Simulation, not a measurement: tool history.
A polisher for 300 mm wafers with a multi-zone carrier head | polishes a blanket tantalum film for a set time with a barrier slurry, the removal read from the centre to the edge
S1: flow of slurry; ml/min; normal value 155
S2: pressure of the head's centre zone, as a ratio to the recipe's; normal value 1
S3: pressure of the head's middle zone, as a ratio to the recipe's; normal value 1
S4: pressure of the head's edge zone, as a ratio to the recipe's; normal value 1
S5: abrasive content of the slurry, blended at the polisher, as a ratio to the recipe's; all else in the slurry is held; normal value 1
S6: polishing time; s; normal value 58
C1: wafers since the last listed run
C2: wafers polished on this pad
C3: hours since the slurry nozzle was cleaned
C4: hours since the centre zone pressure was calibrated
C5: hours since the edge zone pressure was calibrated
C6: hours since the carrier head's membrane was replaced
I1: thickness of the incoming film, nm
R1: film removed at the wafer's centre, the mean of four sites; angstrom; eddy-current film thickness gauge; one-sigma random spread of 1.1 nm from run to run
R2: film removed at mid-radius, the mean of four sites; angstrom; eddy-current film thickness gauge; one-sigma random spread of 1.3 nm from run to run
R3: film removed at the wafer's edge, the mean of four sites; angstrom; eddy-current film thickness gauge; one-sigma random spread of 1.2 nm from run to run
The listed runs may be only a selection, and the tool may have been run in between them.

{"run": 1, "hour": 0.0, "S1": 155, "S2": 1, "S3": 1.08, "S4": 1, "S5": 1, "S6": 68, "C1": 0, "C2": 927, "C3": 613.1, "C4": 171.1, "C5": 671, "C6": 1614.2, "I1": 362, "R1": 1312, "R2": 1482, "R3": 1333}
{"run": 2, "hour": 47.3, "S1": 155, "S2": 1, "S3": 1, "S4": 1.1, "S5": 1, "S6": 42, "C1": 410, "C2": 1337, "C3": 660.4, "C4": 218.4, "C5": 718.3, "C6": 1661.5, "I1": 366.2, "R1": 812, "R2": 820, "R3": 856}
{"run": 3, "hour": 89.0, "S1": 140, "S2": 1.05, "S3": 1, "S4": 1, "S5": 1, "S6": 58, "C1": 361, "C2": 1699, "C3": 702.1, "C4": 260.1, "C5": 760, "C6": 1703.2, "I1": 354.1, "R1": 1204, "R2": 1106, "R3": 1106}
{"run": 4, "hour": 168.4, "S1": 175, "S2": 1, "S3": 1, "S4": 1.08, "S5": 1, "S6": 58, "C1": 688, "C2": 2388, "C3": 781.5, "C4": 339.5, "C5": 839.4, "C6": 1782.6, "I1": 360.6, "R1": 1150, "R2": 1155, "R3": 1177}
{"hour": 176.0, "done": "edge zone pressure recalibrated"}
{"run": 5, "hour": 217.4, "S1": 155, "S2": 1, "S3": 0.89, "S4": 1, "S5": 1.25, "S6": 58, "C1": 407, "C2": 2795, "C3": 830.5, "C4": 388.5, "C5": 41.4, "C6": 1831.6, "I1": 356.1, "R1": 1199, "R2": 1016, "R3": 1230}
{"run": 6, "hour": 257.1, "S1": 180, "S2": 1, "S3": 1, "S4": 1, "S5": 1, "S6": 58, "C1": 344, "C2": 3140, "C3": 870.2, "C4": 428.2, "C5": 81.1, "C6": 1871.3, "I1": 362.8, "R1": 1128, "R2": 1127, "R3": 1138}
{"hour": 307.6, "done": "slurry nozzle cleaned"}
{"run": 7, "hour": 338.7, "S1": 155, "S2": 1, "S3": 1, "S4": 1, "S5": 1, "S6": 58, "C1": 699, "C2": 3839, "C3": 31.1, "C4": 509.8, "C5": 162.7, "C6": 1952.9, "I1": 356.5, "R1": 1090, "R2": 1102, "R3": 1122}
{"run": 8, "hour": 526.9, "S1": 155, "S2": 1, "S3": 1, "S4": 1, "S5": 1, "S6": 58, "C1": 1632, "C2": 5472, "C3": 219.3, "C4": 698, "C5": 350.9, "C6": 2141.1, "I1": 358.1, "R1": 1056, "R2": 1053, "R3": 1083}
{"hour": 612.5, "done": "carrier head's membrane replaced by a new one"}
{"run": 9, "hour": 621.2, "S1": 155, "S2": 0.95, "S3": 1, "S4": 1, "S5": 1, "S6": 58, "C1": 774, "C2": 6247, "C3": 313.6, "C4": 792.3, "C5": 445.2, "C6": 8.7, "I1": 357.7, "R1": 950, "R2": 1020, "R3": 1047}
{"hour": 727.0, "done": "centre zone pressure recalibrated"}
{"hour": 757.4, "done": "worn pad replaced by a new one"}
{"run": 10, "hour": 832.9, "S1": 155, "S2": 1, "S3": 1, "S4": 1, "S5": 0.75, "S6": 58, "C1": 1784, "C2": 655, "C3": 525.3, "C4": 105.9, "C5": 656.9, "C6": 220.4, "I1": 360.7, "R1": 1005, "R2": 1013, "R3": 1015}
{"run": 11, "hour": 890.2, "S1": 155, "S2": 1, "S3": 1, "S4": 1, "S5": 0.8, "S6": 49, "C1": 497, "C2": 1152, "C3": 582.6, "C4": 163.2, "C5": 714.2, "C6": 277.7, "I1": 362.3, "R1": 873, "R2": 875, "R3": 883}
{"hour": 933.2, "done": "edge zone pressure recalibrated"}
{"run": 12, "hour": 957.2, "S1": 155, "S2": 1.11, "S3": 1, "S4": 1, "S5": 1, "S6": 58, "C1": 563, "C2": 1716, "C3": 649.6, "C4": 230.2, "C5": 24, "C6": 344.7, "I1": 356.1, "R1": 1326, "R2": 1143, "R3": 1178}
{"hour": 1122.3, "done": "slurry nozzle cleaned"}
{"run": 13, "hour": 1148.2, "S1": 155, "S2": 1.1, "S3": 1.11, "S4": 1, "S5": 1, "S6": 58, "C1": 1648, "C2": 3364, "C3": 25.9, "C4": 421.2, "C5": 215, "C6": 535.7, "I1": 359.9, "R1": 1278, "R2": 1304, "R3": 1157}
{"run": 14, "hour": 1243.9, "S1": 155, "S2": 1, "S3": 1, "S4": 1, "S5": 1, "S6": 58, "C1": 830, "C2": 4195, "C3": 121.6, "C4": 516.9, "C5": 310.7, "C6": 631.4, "I1": 360.7, "R1": 1087, "R2": 1118, "R3": 1121}
{"run": 15, "hour": 1323.5, "S1": 210, "S2": 0.92, "S3": 1.03, "S4": 1, "S5": 1, "S6": 58, "C1": 690, "C2": 4885, "C3": 201.2, "C4": 596.5, "C5": 390.3, "C6": 711, "I1": 356.9, "R1": 1013, "R2": 1173, "R3": 1159}
{"run": 16, "hour": 1390.6, "S1": 155, "S2": 1, "S3": 1, "S4": 1, "S5": 1.2, "S6": 58, "C1": 582, "C2": 5467, "C3": 268.3, "C4": 663.6, "C5": 457.4, "C6": 778.1, "I1": 360, "R1": 1144, "R2": 1136, "R3": 1174}
{"run": 17, "hour": 1476.3, "S1": 155, "S2": 1, "S3": 1, "S4": 0.95, "S5": 1, "S6": 58, "C1": 743, "C2": 6211, "C3": 354, "C4": 749.3, "C5": 543.1, "C6": 863.8, "I1": 362.6, "R1": 1051, "R2": 1057, "R3": 1061}
{"run": 18, "hour": 1526.6, "S1": 200, "S2": 1.07, "S3": 1, "S4": 1, "S5": 1, "S6": 58, "C1": 436, "C2": 6647, "C3": 404.3, "C4": 799.6, "C5": 593.4, "C6": 914.1, "I1": 364.8, "R1": 1218, "R2": 1092, "R3": 1102}
{"run": 19, "hour": 1562.9, "S1": 155, "S2": 1, "S3": 1, "S4": 1, "S5": 0.9, "S6": 51, "C1": 314, "C2": 6962, "C3": 440.6, "C4": 835.9, "C5": 629.7, "C6": 950.4, "I1": 357.1, "R1": 882, "R2": 855, "R3": 865}
{"hour": 1629.7, "done": "worn pad replaced by a new one"}
{"run": 20, "hour": 1640.6, "S1": 155, "S2": 1, "S3": 1, "S4": 1, "S5": 0.9, "S6": 58, "C1": 639, "C2": 94, "C3": 518.3, "C4": 913.6, "C5": 707.4, "C6": 1028.1, "I1": 363.7, "R1": 1067, "R2": 1066, "R3": 1096}

5 ways to go on from here, each from the tool as it stands after run 20. What would each give?
{"run": "A", "hour": 1641.0, "S1": 155, "S2": 1, "S3": 1, "S4": 1, "S5": 1, "S6": 58, "C1": 3, "C2": 98, "C3": 518.7, "C4": 914, "C5": 707.8, "C6": 1028.5, "I1": 356.9, "R1": "?", "R2": "?", "R3": "?"}
{"run": "B", "hour": 1641.0, "S1": 175, "S2": 1, "S3": 1, "S4": 1.03, "S5": 0.9, "S6": 38, "C1": 3, "C2": 98, "C3": 518.7, "C4": 914, "C5": 707.8, "C6": 1028.5, "I1": 356.9, "R1": "?", "R2": "?", "R3": "?"}
{"run": "C", "hour": 1641.0, "S1": 140, "S2": 1, "S3": 0.95, "S4": 1, "S5": 0.75, "S6": 58, "C1": 3, "C2": 98, "C3": 518.7, "C4": 914, "C5": 707.8, "C6": 1028.5, "I1": 356.9, "R1": "?", "R2": "?", "R3": "?"}
{"run": "D", "hour": 1641.0, "S1": 155, "S2": 1, "S3": 1, "S4": 1.07, "S5": 1, "S6": 58, "C1": 3, "C2": 98, "C3": 518.7, "C4": 914, "C5": 707.8, "C6": 1028.5, "I1": 356.9, "R1": "?", "R2": "?", "R3": "?"}
{"run": "E", "hour": 1641.0, "S1": 155, "S2": 1.05, "S3": 0.91, "S4": 1, "S5": 1, "S6": 58, "C1": 3, "C2": 98, "C3": 518.7, "C4": 914, "C5": 707.8, "C6": 1028.5, "I1": 356.9, "R1": "?", "R2": "?", "R3": "?"}

run=A R1=1131 R2=1140 R3=1155
run=B R1=726 R2=729 R3=740
run=C R1=952 R2=894 R3=983
run=D R1=1131 R2=1140 R3=1176
run=E R1=1214 R2=993 R3=1157
Had the tool no hidden state, the same runs would have come out as:
run=A R1=1159 R2=1168 R3=1184
run=B R1=744 R2=748 R3=759
run=C R1=976 R2=917 R3=1007
run=D R1=1159 R2=1168 R3=1205
run=E R1=1244 R2=1018 R3=1186
